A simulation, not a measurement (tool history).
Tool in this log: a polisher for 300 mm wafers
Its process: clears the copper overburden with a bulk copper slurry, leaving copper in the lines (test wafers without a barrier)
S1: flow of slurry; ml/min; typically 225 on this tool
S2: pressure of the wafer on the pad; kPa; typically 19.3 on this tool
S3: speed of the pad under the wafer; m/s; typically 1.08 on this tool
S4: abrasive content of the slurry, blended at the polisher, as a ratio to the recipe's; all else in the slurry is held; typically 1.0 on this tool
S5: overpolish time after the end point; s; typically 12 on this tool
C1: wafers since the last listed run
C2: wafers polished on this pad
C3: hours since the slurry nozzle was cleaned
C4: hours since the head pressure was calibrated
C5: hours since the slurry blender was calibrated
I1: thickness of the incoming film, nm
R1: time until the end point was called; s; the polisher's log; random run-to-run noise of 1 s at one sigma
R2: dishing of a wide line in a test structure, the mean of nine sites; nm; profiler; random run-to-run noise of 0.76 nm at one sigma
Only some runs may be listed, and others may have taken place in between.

run	hour	S1	S2	S3	S4	S5	C1	C2	C3	C4	C5	I1	R1	R2
1	0.0	225	17.2	0.98	1.0	12	0	907	142.5	488.5	145.2	1196.9	133.8	48.8
2	12.3	225	17.2	0.98	1.0	12	85	993	154.8	500.8	157.5	1191.6	134.7	49.5
# hour 35.4: worn pad replaced by a new one
3	45.3	225	17.2	0.98	1.0	12	201	68	187.8	533.8	190.5	1186.1	130.4	48.0
4	75.7	250	19.3	1.34	1.0	12	210	279	218.2	564.2	220.9	1199.8	85.7	59.9
# hour 91.8: slurry nozzle cleaned
5	97.5	225	19.3	1.08	1.0	12	144	423	5.7	586.0	242.7	1202.6	109.8	55.5
6	111.6	225	19.3	1.08	1.0	12	97	521	19.8	600.1	256.8	1201.3	111.1	54.4
# hour 122.6: slurry blender recalibrated
7	146.0	225	19.3	1.08	1.0	12	224	746	54.2	634.5	23.4	1175.3	105.7	54.8
8	164.0	225	19.3	1.08	1.0	12	124	871	72.2	652.5	41.4	1179.9	105.9	55.5
# hour 192.0: worn pad replaced by a new one
9	199.8	225	19.3	1.08	1.0	12	220	53	108.0	688.3	77.2	1191.8	106.2	56.7
10	226.7	225	19.3	1.08	1.0	12	186	240	134.9	715.2	104.1	1207.4	108.4	54.6
11	245.8	225	19.3	1.08	1.0	12	132	372	154.0	734.3	123.2	1205.2	109.3	55.7
12	278.6	225	19.3	1.08	1.0	12	227	600	186.8	767.1	156.0	1207.4	109.8	55.3
13	305.8	280	26.2	1.08	0.8	9	188	788	214.0	794.3	183.2	1206.5	83.1	56.9

Estimate the outcome of run 14 from the log above:
14	320.4	225	22.8	1.08	1.0	12	101	890	228.6	808.9	197.8	1183.4	?	?

R1: 92.3 s
R2: 60.7 nm
On a tool with no hidden condition, and with the same random variation, this run would have come out at R1 103.3 s, R2 57.1 nm.
